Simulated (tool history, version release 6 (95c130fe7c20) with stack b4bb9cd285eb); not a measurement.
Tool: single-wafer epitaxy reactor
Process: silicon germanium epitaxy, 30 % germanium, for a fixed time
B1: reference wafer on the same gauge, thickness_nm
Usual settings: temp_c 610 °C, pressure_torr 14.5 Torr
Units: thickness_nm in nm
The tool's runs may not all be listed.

Run 1, hour 0: usual settings; B1 54.298. Result: thickness_nm 61.758 nm.
Run 2, hour 26.7: usual settings but pressure_torr 16.1 Torr; B1 54.236. Result: thickness_nm 64.219 nm.
Run 3, hour 39.8: usual settings but pressure_torr 16.1 Torr; B1 54.328. Result: thickness_nm 64.193 nm.
Run 4, hour 70.5: usual settings but pressure_torr 16.1 Torr; B1 54.397. Result: thickness_nm 64.443 nm.
Run 5, hour 86.1: usual settings but temp_c 604 °C; B1 54.287. Result: thickness_nm 54.936 nm.
Run 6, hour 115.3: usual settings but temp_c 604 °C; B1 54.266. Result: thickness_nm 54.928 nm.
Run 7, hour 134: usual settings but pressure_torr 13.5 Torr; B1 54.251. Result: thickness_nm 60.236 nm.
Run 8, hour 151.2: usual settings but pressure_torr 13.5 Torr; B1 54.353. Result: thickness_nm 60.385 nm.
Run 9, hour 258.2: usual settings but pressure_torr 13.5 Torr; B1 54.329. Result: thickness_nm 60.333 nm.
Run 10, hour 274.7: usual settings but pressure_torr 13.2 Torr; B1 54.316. Result: thickness_nm 59.868 nm.
At hour 302.6: capacitance manometer re-zeroed and calibrated.
Run 11, hour 303.1: usual settings but pressure_torr 13.2 Torr; B1 54.352. Result: thickness_nm 61.405 nm.
At hour 317: pyrometer calibrated.
Run 12, hour 337.6: usual settings but pressure_torr 13.2 Torr; B1 54.296. Result: thickness_nm 61.514 nm.
Run 13, hour 366.8: usual settings but temp_c 599 °C, pressure_torr 12.6 Torr; B1 54.315. Result: thickness_nm 48.229 nm.
At hour 387.3: showerhead replaced.
Run 14, hour 402: usual settings but temp_c 604 °C, pressure_torr 16.3 Torr; B1 54.364. Result: thickness_nm 58.662 nm.
Run 15, hour 414.1: usual settings but temp_c 617 °C, pressure_torr 16.2 Torr; B1 54.27. Result: thickness_nm 75.921 nm.
Run 16, hour 430.1: usual settings but temp_c 615 °C; B1 54.331. Result: thickness_nm 70.525 nm.
Run 17, hour 452.4: usual settings; B1 54.24. Result: thickness_nm 63.574 nm.
At hour 469.8: gauge calibrated.
Run 18, hour 471.4: usual settings; B1 54.308. Result: thickness_nm 63.157 nm.
Run 19, hour 492.7: usual settings; B1 54.284. Result: thickness_nm 63.231 nm.
Run 20, hour 512.6: usual settings but temp_c 602 °C, pressure_torr 12.9 Torr; B1 54.313. Result: thickness_nm 51.067 nm.
Run 21, hour 545.8: usual settings but pressure_torr 11.2 Torr; B1 54.313. Result: thickness_nm 57.306 nm.
Run 22, hour 573.9: usual settings but pressure_torr 16.9 Torr; B1 54.29. Result: thickness_nm 66.48 nm.
Run 23, hour 595.6: usual settings but temp_c 598 °C, pressure_torr 17.2 Torr; B1 54.274. Result: thickness_nm 51.957 nm.
Run 24, hour 630.8: usual settings but temp_c 616 °C, pressure_torr 12.1 Torr; B1 54.264. Result: thickness_nm 65.998 nm.

Run 25 comes next. What will it give?
Run 25, hour 666.6: usual settings but temp_c 621 °C; B1 ?. Result: thickness_nm ?.

{"run 25": {"B1": 54.258, "thickness_nm": 78.502}}
Without the tool's hidden state the same run would have given thickness_nm 79.437 nm.
